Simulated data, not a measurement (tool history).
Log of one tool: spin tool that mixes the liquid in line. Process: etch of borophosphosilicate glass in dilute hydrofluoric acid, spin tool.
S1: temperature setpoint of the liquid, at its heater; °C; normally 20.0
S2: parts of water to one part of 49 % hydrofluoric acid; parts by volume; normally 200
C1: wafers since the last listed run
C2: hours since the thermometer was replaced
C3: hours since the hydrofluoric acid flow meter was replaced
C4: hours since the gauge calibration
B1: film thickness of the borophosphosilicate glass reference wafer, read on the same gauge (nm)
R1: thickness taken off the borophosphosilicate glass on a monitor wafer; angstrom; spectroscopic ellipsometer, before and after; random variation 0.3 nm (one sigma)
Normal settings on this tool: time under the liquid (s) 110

Run 1, day 0.000: usual settings but time under the liquid (s) 150; C1 0; C2 1793.5; C3 150.2; C4 48.8; B1 40.02. Result: R1 420.2 angstrom.
Run 2, day 0.338: usual settings but time under the liquid (s) 150; C1 57; C2 1801.6; C3 158.3; C4 56.9; B1 40.01. Result: R1 412.2 angstrom.
Run 3, day 0.854: usual settings; C1 87; C2 1814.0; C3 170.7; C4 69.3; B1 40.01. Result: R1 302.0 angstrom.
Run 4, day 1.208: usual settings but time under the liquid (s) 85; C1 60; C2 1822.5; C3 179.2; C4 77.8; B1 40.01. Result: R1 234.4 angstrom.
Run 5, day 1.596: usual settings but S2 270 parts by volume; C1 65; C2 1831.8; C3 188.5; C4 87.1; B1 40.02. Result: R1 212.1 angstrom.
Run 6, day 2.033: usual settings but S2 270 parts by volume; C1 74; C2 1842.3; C3 199.0; C4 97.6; B1 40.00. Result: R1 210.7 angstrom.
Run 7, day 2.375: usual settings but S2 270 parts by volume; C1 58; C2 1850.5; C3 207.2; C4 105.8; B1 39.98. Result: R1 210.0 angstrom.
Run 8, day 3.067: usual settings but S1 23.0 °C; C1 117; C2 1867.1; C3 223.8; C4 122.4; B1 40.01. Result: R1 342.9 angstrom.
Run 9, day 3.446: usual settings but S1 23.0 °C; C1 64; C2 1876.2; C3 232.9; C4 131.5; B1 40.03. Result: R1 348.1 angstrom.
Run 10, day 4.046: usual settings but S1 23.0 °C; C1 102; C2 1890.6; C3 247.3; C4 145.9; B1 40.03. Result: R1 344.1 angstrom.
Run 11, day 4.500: usual settings; C1 77; C2 1901.5; C3 258.2; C4 156.8; B1 40.00. Result: R1 306.5 angstrom.
Run 12, day 5.042: usual settings; C1 92; C2 1914.5; C3 271.2; C4 169.8; B1 40.01. Result: R1 309.7 angstrom.
Run 13, day 5.646: usual settings; C1 102; C2 1929.0; C3 285.7; C4 184.3; B1 40.00. Result: R1 304.4 angstrom.
Run 14, day 6.217: usual settings; C1 97; C2 1942.7; C3 299.4; C4 198.0; B1 39.97. Result: R1 311.7 angstrom.
At day 6.417: thermometer replaced.
Run 15, day 6.854: usual settings but S1 17.0 °C, S2 235 parts by volume, time under the liquid (s) 50; C1 101; C2 10.5; C3 314.7; C4 213.3; B1 40.00. Result: R1 101.0 angstrom.
At day 7.354: gauge calibrated.
Run 16, day 7.508: usual settings; C1 111; C2 26.2; C3 330.4; C4 3.7; B1 39.97. Result: R1 307.9 angstrom.
Run 17, day 8.250: usual settings but S1 22.5 °C; C1 126; C2 44.0; C3 348.2; C4 21.5; B1 40.02. Result: R1 336.0 angstrom.
Run 18, day 8.704: usual settings but S1 25.0 °C; C1 77; C2 54.9; C3 359.1; C4 32.4; B1 39.99. Result: R1 372.3 angstrom.
Run 19, day 9.183: usual settings but time under the liquid (s) 155; C1 81; C2 66.4; C3 370.6; C4 43.9; B1 40.01. Result: R1 436.0 angstrom.
Run 20, day 9.562: usual settings; C1 64; C2 75.5; C3 379.7; C4 53.0; B1 39.99. Result: R1 304.8 angstrom.
At day 10.708: hydrofluoric acid flow meter replaced.
Run 21, day 11.575: usual settings but S1 22.5 °C; C1 335; C2 123.8; C3 20.8; C4 101.3; B1 40.02. Result: R1 335.1 angstrom.
Run 22, day 11.917: usual settings but S1 21.5 °C, time under the liquid (s) 90; C1 58; C2 132.0; C3 29.0; C4 109.5; B1 39.97. Result: R1 263.4 angstrom.
Run 23, day 12.246: usual settings but S1 24.5 °C, S2 160 parts by volume, time under the liquid (s) 165; C1 55; C2 139.9; C3 36.9; C4 117.4; B1 39.99. Result: R1 698.4 angstrom.
Run 24, day 12.692: usual settings; C1 75; C2 150.6; C3 47.6; C4 128.1; B1 40.04. Result: R1 309.9 angstrom.
Run 25, day 12.979: usual settings but S1 23.5 °C, S2 130 parts by volume, time under the liquid (s) 135; C1 48; C2 157.5; C3 54.5; C4 135.0; B1 39.98. Result: R1 712.4 angstrom.
Run 26, day 13.388: usual settings but S1 17.0 °C, S2 150 parts by volume; C1 69; C2 167.3; C3 64.3; C4 144.8; B1 39.97. Result: R1 383.7 angstrom.

4 options for the next run, each taken on its own from the tool as it stands now. Forecast them:
Run A, day 13.404: usual settings but S1 23.5 °C; C1 2; C2 167.7; C3 64.7; C4 145.2; B1 ?. Result: R1 ?.
Run B, day 13.404: usual settings but S1 24.5 °C, S2 130 parts by volume, time under the liquid (s) 45; C1 2; C2 167.7; C3 64.7; C4 145.2; B1 ?. Result: R1 ?.
Run C, day 13.404: usual settings but S2 260 parts by volume; C1 2; C2 167.7; C3 64.7; C4 145.2; B1 ?. Result: R1 ?.
Run D, day 13.404: usual settings but S2 135 parts by volume, time under the liquid (s) 160; C1 2; C2 167.7; C3 64.7; C4 145.2; B1 ?. Result: R1 ?.

run     B1     R1
  A  40.00  350.6
  B  40.00  247.9
  C  40.00  223.1
  D  40.00  707.0
What these runs would have given with no unlogged condition in the tool:
run     R1
  A  350.6
  B  247.9
  C  223.1
  D  707.0

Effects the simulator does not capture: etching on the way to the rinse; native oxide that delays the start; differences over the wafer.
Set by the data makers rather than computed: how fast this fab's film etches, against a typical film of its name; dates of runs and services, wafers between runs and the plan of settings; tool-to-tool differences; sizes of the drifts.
